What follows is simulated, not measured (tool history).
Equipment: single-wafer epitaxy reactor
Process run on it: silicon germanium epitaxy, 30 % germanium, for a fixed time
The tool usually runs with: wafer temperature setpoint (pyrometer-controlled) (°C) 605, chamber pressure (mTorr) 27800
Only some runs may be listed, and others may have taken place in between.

run	day	wafer temperature setpoint (pyrometer-controlled) (°C)	chamber pressure (mTorr)	wafers since the last listed run	hours since the last pyrometer calibration	hours since the last manometer calibration	hours since the showerhead was replaced	hours since the gauge calibration	read-back reference wafer on the same gauge, thickness_nm	mean film thickness on the monitor wafer (nm)
1	0	605	27800	0	1687.7	578.8	3180.4	283.6	79.779	85.129
2	1.354	614	27800	811	1720.2	611.3	3212.9	316.1	79.804	98.692
3	2.725	601	25300	821	1753.1	644.2	3245.8	349	79.884	74.801
4	4.138	601	25300	846	1787	678.1	3279.7	382.9	79.908	75.118
5	5.379	601	25300	743	1816.8	707.9	3309.5	412.7	79.89	75.383
6	6.8	605	23700	851	1850.9	742	3343.6	446.8	79.677	77.173
7	7.967	605	27800	698	1878.9	770	3371.6	474.8	79.718	86.172
# day 8.038: gauge calibrated
8	8.992	605	27800	614	1903.5	794.6	3396.2	22.9	79.642	86.352
9	10.117	605	27800	673	1930.5	821.6	3423.2	49.9	79.822	86.899
# day 11.392: capacitance manometer re-zeroed and calibrated
10	11.433	605	31000	589	1962.1	1	3454.8	81.5	79.775	89.855
11	12.383	605	27800	569	1984.9	23.8	3477.6	104.3	79.644	84.253
12	13.65	590	31200	758	2015.3	54.2	3508	134.7	79.739	71.242
# day 14.192: showerhead replaced
13	14.962	616	30200	586	2046.8	85.7	18.5	166.2	79.703	106.202
# day 16.204: pyrometer calibrated
14	16.225	593	25000	556	0.5	116	48.8	196.5	79.773	57.882
15	16.896	605	32700	401	16.6	132.1	64.9	212.6	79.563	85.253
16	17.471	601	25600	344	30.4	145.9	78.7	226.4	79.907	67.714
17	18.612	611	22800	683	57.8	173.3	106.1	253.8	79.816	72.884
18	19.4	605	27800	471	76.7	192.2	125	272.7	79.984	77.614
19	20.517	619	32700	668	103.5	219	151.8	299.5	79.638	106.357
20	21.029	609	22500	307	115.8	231.3	164.1	311.8	79.842	70.035

Consider 5 possible next runs. They are alternatives, not a sequence: every one starts from the tool as it was left by run 20. What does each give?
A	21.046	599	27800	9	116.2	231.7	164.5	312.2	?	?
B	21.046	614	31900	9	116.2	231.7	164.5	312.2	?	?
C	21.046	612	21700	9	116.2	231.7	164.5	312.2	?	?
D	21.046	605	25700	9	116.2	231.7	164.5	312.2	?	?
E	21.046	598	26000	9	116.2	231.7	164.5	312.2	?	?

run	read-back reference wafer on the same gauge, thickness_nm	mean film thickness on the monitor wafer (nm)
A	79.799	70.171
B	79.799	97.328
C	79.799	71.563
D	79.799	73.104
E	79.799	65.903
With no hidden state in the tool, these same runs would have given:
run	mean film thickness on the monitor wafer (nm)
A	69.375
B	96.225
C	70.752
D	72.275
E	65.156
